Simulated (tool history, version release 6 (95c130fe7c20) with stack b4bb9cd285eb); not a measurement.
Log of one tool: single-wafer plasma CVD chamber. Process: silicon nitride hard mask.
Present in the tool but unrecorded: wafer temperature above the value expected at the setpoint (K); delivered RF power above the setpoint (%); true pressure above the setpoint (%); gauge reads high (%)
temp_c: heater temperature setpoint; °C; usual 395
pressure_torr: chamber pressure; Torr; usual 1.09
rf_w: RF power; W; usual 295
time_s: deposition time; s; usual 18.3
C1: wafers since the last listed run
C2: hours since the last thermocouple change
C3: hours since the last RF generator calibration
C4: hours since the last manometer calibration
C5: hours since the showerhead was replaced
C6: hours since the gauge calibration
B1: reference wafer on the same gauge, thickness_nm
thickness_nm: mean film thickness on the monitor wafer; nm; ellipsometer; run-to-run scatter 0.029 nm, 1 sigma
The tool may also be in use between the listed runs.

run 1 hour=0 | temp_c=395 pressure_torr=1.09 rf_w=295 time_s=18.3 | C1=0 C2=3179.1 C3=1728.8 C4=1298.7 C5=4097.5 C6=359.7 | B1=17.597 | thickness_nm=18.567
run 2 hour=50.5 | temp_c=395 pressure_torr=1.09 rf_w=295 time_s=18.3 | C1=2460 C2=3229.6 C3=1779.3 C4=1349.2 C5=4148 C6=410.2 | B1=17.597 | thickness_nm=18.527
run 3 hour=56.7 | temp_c=395 pressure_torr=1.09 rf_w=295 time_s=18.3 | C1=302 C2=3235.8 C3=1785.5 C4=1355.4 C5=4154.2 C6=416.4 | B1=17.602 | thickness_nm=18.49
run 4 hour=70.6 | temp_c=395 pressure_torr=1.09 rf_w=265 time_s=17 | C1=677 C2=3249.7 C3=1799.4 C4=1369.3 C5=4168.1 C6=430.3 | B1=17.589 | thickness_nm=15.977
run 5 hour=79.7 | temp_c=395 pressure_torr=0.96 rf_w=295 time_s=18.3 | C1=443 C2=3258.8 C3=1808.5 C4=1378.4 C5=4177.2 C6=439.4 | B1=17.604 | thickness_nm=18.079
-- hour=93.7 RF generator calibrated
run 6 hour=95.1 | temp_c=395 pressure_torr=0.96 rf_w=295 time_s=18.3 | C1=360 C2=3274.2 C3=1.4 C4=1393.8 C5=4192.6 C6=454.8 | B1=17.598 | thickness_nm=18.569
run 7 hour=108.5 | temp_c=395 pressure_torr=0.96 rf_w=295 time_s=18.3 | C1=652 C2=3287.6 C3=14.8 C4=1407.2 C5=4206 C6=468.2 | B1=17.598 | thickness_nm=18.551
-- hour=130.2 showerhead replaced
run 8 hour=130.7 | temp_c=395 pressure_torr=1.3 rf_w=295 time_s=18.3 | C1=691 C2=3309.8 C3=37 C4=1429.4 C5=0.5 C6=490.4 | B1=17.59 | thickness_nm=19.513
-- hour=140.8 capacitance manometer re-zeroed and calibrated
run 9 hour=141.3 | temp_c=395 pressure_torr=1.3 rf_w=295 time_s=18.3 | C1=126 C2=3320.4 C3=47.6 C4=0.5 C5=11.1 C6=501 | B1=17.601 | thickness_nm=19.785
run 10 hour=150.8 | temp_c=395 pressure_torr=0.91 rf_w=295 time_s=18.3 | C1=462 C2=3329.9 C3=57.1 C4=10 C5=20.6 C6=510.5 | B1=17.593 | thickness_nm=18.623
-- hour=155.2 gauge calibrated
run 11 hour=166.9 | temp_c=395 pressure_torr=1.09 rf_w=260 time_s=19.4 | C1=784 C2=3346 C3=73.2 C4=26.1 C5=36.7 C6=11.7 | B1=17.59 | thickness_nm=18.666
run 12 hour=183.1 | temp_c=400 pressure_torr=1.09 rf_w=295 time_s=18.3 | C1=789 C2=3362.2 C3=89.4 C4=42.3 C5=52.9 C6=27.9 | B1=17.61 | thickness_nm=19.122
run 13 hour=195.3 | temp_c=389 pressure_torr=1.35 rf_w=275 time_s=15 | C1=594 C2=3374.4 C3=101.6 C4=54.5 C5=65.1 C6=40.1 | B1=17.601 | thickness_nm=15.523
run 14 hour=211.7 | temp_c=395 pressure_torr=1.09 rf_w=295 time_s=18.3 | C1=798 C2=3390.8 C3=118 C4=70.9 C5=81.5 C6=56.5 | B1=17.608 | thickness_nm=19.129
-- hour=224 thermocouple changed; heater temperature recalibrated
run 15 hour=224.5 | temp_c=401 pressure_torr=1.09 rf_w=250 time_s=18.3 | C1=233 C2=0.5 C3=130.8 C4=83.7 C5=94.3 C6=69.3 | B1=17.603 | thickness_nm=16.988
run 16 hour=231.4 | temp_c=395 pressure_torr=1.09 rf_w=295 time_s=16.9 | C1=336 C2=7.4 C3=137.7 C4=90.6 C5=101.2 C6=76.2 | B1=17.605 | thickness_nm=17.655
run 17 hour=244.4 | temp_c=395 pressure_torr=1.09 rf_w=295 time_s=18.3 | C1=633 C2=20.4 C3=150.7 C4=103.6 C5=114.2 C6=89.2 | B1=17.598 | thickness_nm=19.115
run 18 hour=258.2 | temp_c=395 pressure_torr=1.09 rf_w=295 time_s=18.3 | C1=672 C2=34.2 C3=164.5 C4=117.4 C5=128 C6=103 | B1=17.617 | thickness_nm=19.08
run 19 hour=271.9 | temp_c=391 pressure_torr=1.18 rf_w=250 time_s=16.6 | C1=667 C2=47.9 C3=178.2 C4=131.1 C5=141.7 C6=116.7 | B1=17.588 | thickness_nm=15.666
run 20 hour=304.8 | temp_c=395 pressure_torr=1.35 rf_w=265 time_s=18.3 | C1=1602 C2=80.8 C3=211.1 C4=164 C5=174.6 C6=149.6 | B1=17.598 | thickness_nm=18.406
run 21 hour=317.8 | temp_c=387 pressure_torr=1.09 rf_w=295 time_s=19.6 | C1=633 C2=93.8 C3=224.1 C4=177 C5=187.6 C6=162.6 | B1=17.595 | thickness_nm=20.502
run 22 hour=334.7 | temp_c=395 pressure_torr=0.95 rf_w=295 time_s=19.3 | C1=823 C2=110.7 C3=241 C4=193.9 C5=204.5 C6=179.5 | B1=17.604 | thickness_nm=19.654
run 23 hour=342.3 | temp_c=387 pressure_torr=1.09 rf_w=295 time_s=19.6 | C1=370 C2=118.3 C3=248.6 C4=201.5 C5=212.1 C6=187.1 | B1=17.597 | thickness_nm=20.511
run 24 hour=356.5 | temp_c=391 pressure_torr=1.19 rf_w=275 time_s=18.3 | C1=691 C2=132.5 C3=262.8 C4=215.7 C5=226.3 C6=201.3 | B1=17.61 | thickness_nm=18.486
run 25 hour=363.5 | temp_c=384 pressure_torr=1.33 rf_w=240 time_s=18.3 | C1=341 C2=139.5 C3=269.8 C4=222.7 C5=233.3 C6=208.3 | B1=17.596 | thickness_nm=17.101
run 26 hour=369.9 | temp_c=395 pressure_torr=1.09 rf_w=295 time_s=18.3 | C1=311 C2=145.9 C3=276.2 C4=229.1 C5=239.7 C6=214.7 | B1=17.602 | thickness_nm=19.065
run 27 hour=378.6 | temp_c=390 pressure_torr=0.86 rf_w=350 time_s=15.8 | C1=423 C2=154.6 C3=284.9 C4=237.8 C5=248.4 C6=223.4 | B1=17.594 | thickness_nm=17.742
run 28 hour=397.8 | temp_c=390 pressure_torr=1.09 rf_w=265 time_s=18.3 | C1=935 C2=173.8 C3=304.1 C4=257 C5=267.6 C6=242.6 | B1=17.605 | thickness_nm=17.633
run 29 hour=406.7 | temp_c=395 pressure_torr=1.09 rf_w=295 time_s=18.3 | C1=433 C2=182.7 C3=313 C4=265.9 C5=276.5 C6=251.5 | B1=17.591 | thickness_nm=19.027

Hidden state at the last listed run before each entry between runs and at the first one after, where it differs:
From run 5 to run 6: RF generator calibrated (hour 93.7)
  delivered RF power above the setpoint (%): -3.29 -> -0.174; true pressure above the setpoint (%): -8.62 -> -8.83
  the result without the hidden state subtracted from the measured one, thickness_nm: -0.704 -> -0.31 nm
From run 7 to run 8: showerhead replaced (hour 130.2)
  delivered RF power above the setpoint (%): -0.249 -> -0.368; true pressure above the setpoint (%): -9.02 -> -9.33
  the result without the hidden state subtracted from the measured one, thickness_nm: -0.326 -> -0.352 nm
From run 8 to run 9: capacitance manometer re-zeroed and calibrated (hour 140.8)
  delivered RF power above the setpoint (%): -0.368 -> -0.423; true pressure above the setpoint (%): -9.33 -> 0.237
  the result without the hidden state subtracted from the measured one, thickness_nm: -0.352 -> -0.051 nm
From run 10 to run 11: gauge calibrated (hour 155.2)
  delivered RF power above the setpoint (%): -0.472 -> -0.553; true pressure above the setpoint (%): 0.236 -> 0.233
  the result without the hidden state subtracted from the measured one, thickness_nm: -0.053 -> -0.067 nm
From run 14 to run 15: thermocouple changed; heater temperature recalibrated (hour 224)
  delivered RF power above the setpoint (%): -0.768 -> -0.826; true pressure above the setpoint (%): 0.212 -> 0.202
  the result without the hidden state subtracted from the measured one, thickness_nm: -0.096 -> -0.096 nm
